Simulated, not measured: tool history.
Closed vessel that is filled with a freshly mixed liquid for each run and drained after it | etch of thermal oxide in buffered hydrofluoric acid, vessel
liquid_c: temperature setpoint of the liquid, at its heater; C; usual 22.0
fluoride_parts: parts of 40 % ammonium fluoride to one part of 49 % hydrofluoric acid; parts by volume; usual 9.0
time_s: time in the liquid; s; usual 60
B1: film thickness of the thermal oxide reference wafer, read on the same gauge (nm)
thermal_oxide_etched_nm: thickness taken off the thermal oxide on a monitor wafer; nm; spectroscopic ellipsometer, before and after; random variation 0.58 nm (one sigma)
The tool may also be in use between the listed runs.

Run 1, hour 0.0: usual settings but liquid_c 20.0 C; B1 79.96. Result: thermal_oxide_etched_nm 57.74 nm.
Run 2, hour 35.1: usual settings but liquid_c 20.0 C; B1 80.04. Result: thermal_oxide_etched_nm 57.61 nm.
Run 3, hour 47.5: usual settings; B1 80.01. Result: thermal_oxide_etched_nm 64.41 nm.
Run 4, hour 80.0: usual settings; B1 80.06. Result: thermal_oxide_etched_nm 64.67 nm.
At hour 96.6: hydrofluoric acid flow meter replaced.
At hour 112.1: thermometer replaced.
Run 5, hour 112.6: usual settings; B1 80.04. Result: thermal_oxide_etched_nm 62.89 nm.
Run 6, hour 136.5: usual settings; B1 79.95. Result: thermal_oxide_etched_nm 62.30 nm.
Run 7, hour 155.6: usual settings; B1 80.02. Result: thermal_oxide_etched_nm 62.37 nm.
Run 8, hour 185.7: usual settings; B1 79.97. Result: thermal_oxide_etched_nm 63.75 nm.
Run 9, hour 220.6: usual settings; B1 80.00. Result: thermal_oxide_etched_nm 63.18 nm.
Run 10, hour 245.5: usual settings; B1 80.00. Result: thermal_oxide_etched_nm 62.80 nm.
Run 11, hour 260.7: usual settings but liquid_c 27.0 C, fluoride_parts 10.0 parts by volume, time_s 80 s; B1 79.93. Result: thermal_oxide_etched_nm 103.98 nm.
Run 12, hour 275.6: usual settings but liquid_c 25.0 C, fluoride_parts 6.5 parts by volume, time_s 90 s; B1 80.02. Result: thermal_oxide_etched_nm 156.59 nm.
Run 13, hour 290.0: usual settings but liquid_c 26.0 C, fluoride_parts 8.0 parts by volume; B1 80.03. Result: thermal_oxide_etched_nm 89.95 nm.
Run 14, hour 303.5: usual settings but time_s 75 s; B1 79.93. Result: thermal_oxide_etched_nm 78.85 nm.
Run 15, hour 337.5: usual settings but liquid_c 19.5 C, fluoride_parts 6.0 parts by volume, time_s 35 s; B1 79.97. Result: thermal_oxide_etched_nm 48.68 nm.
Run 16, hour 369.7: usual settings; B1 80.02. Result: thermal_oxide_etched_nm 64.33 nm.
Run 17, hour 403.7: usual settings but liquid_c 26.0 C, fluoride_parts 6.0 parts by volume, time_s 70 s; B1 80.00. Result: thermal_oxide_etched_nm 142.28 nm.
Run 18, hour 415.7: usual settings but fluoride_parts 7.5 parts by volume, time_s 45 s; B1 79.97. Result: thermal_oxide_etched_nm 58.60 nm.
Run 19, hour 436.0: usual settings but liquid_c 25.5 C; B1 79.95. Result: thermal_oxide_etched_nm 78.94 nm.
Run 20, hour 469.7: usual settings but liquid_c 24.0 C, fluoride_parts 10.5 parts by volume; B1 79.97. Result: thermal_oxide_etched_nm 64.21 nm.
At hour 495.9: hydrofluoric acid flow meter replaced.
Run 21, hour 504.5: usual settings; B1 79.98. Result: thermal_oxide_etched_nm 62.24 nm.
Run 22, hour 534.7: usual settings but liquid_c 27.0 C; B1 80.03. Result: thermal_oxide_etched_nm 80.96 nm.
Run 23, hour 556.0: usual settings; B1 80.02. Result: thermal_oxide_etched_nm 61.81 nm.
Run 24, hour 578.1: usual settings but liquid_c 20.0 C, time_s 30 s; B1 80.05. Result: thermal_oxide_etched_nm 28.10 nm.

Run 25 comes next. What will it give?
Run 25, hour 609.6: usual settings but liquid_c 19.5 C, fluoride_parts 12.0 parts by volume, time_s 80 s; B1 ?. Result: thermal_oxide_etched_nm ?.

B1: 80.02
thermal_oxide_etched_nm: 56.80 nm
Without the tool's hidden state the same run would have given thermal_oxide_etched_nm 55.83 nm.
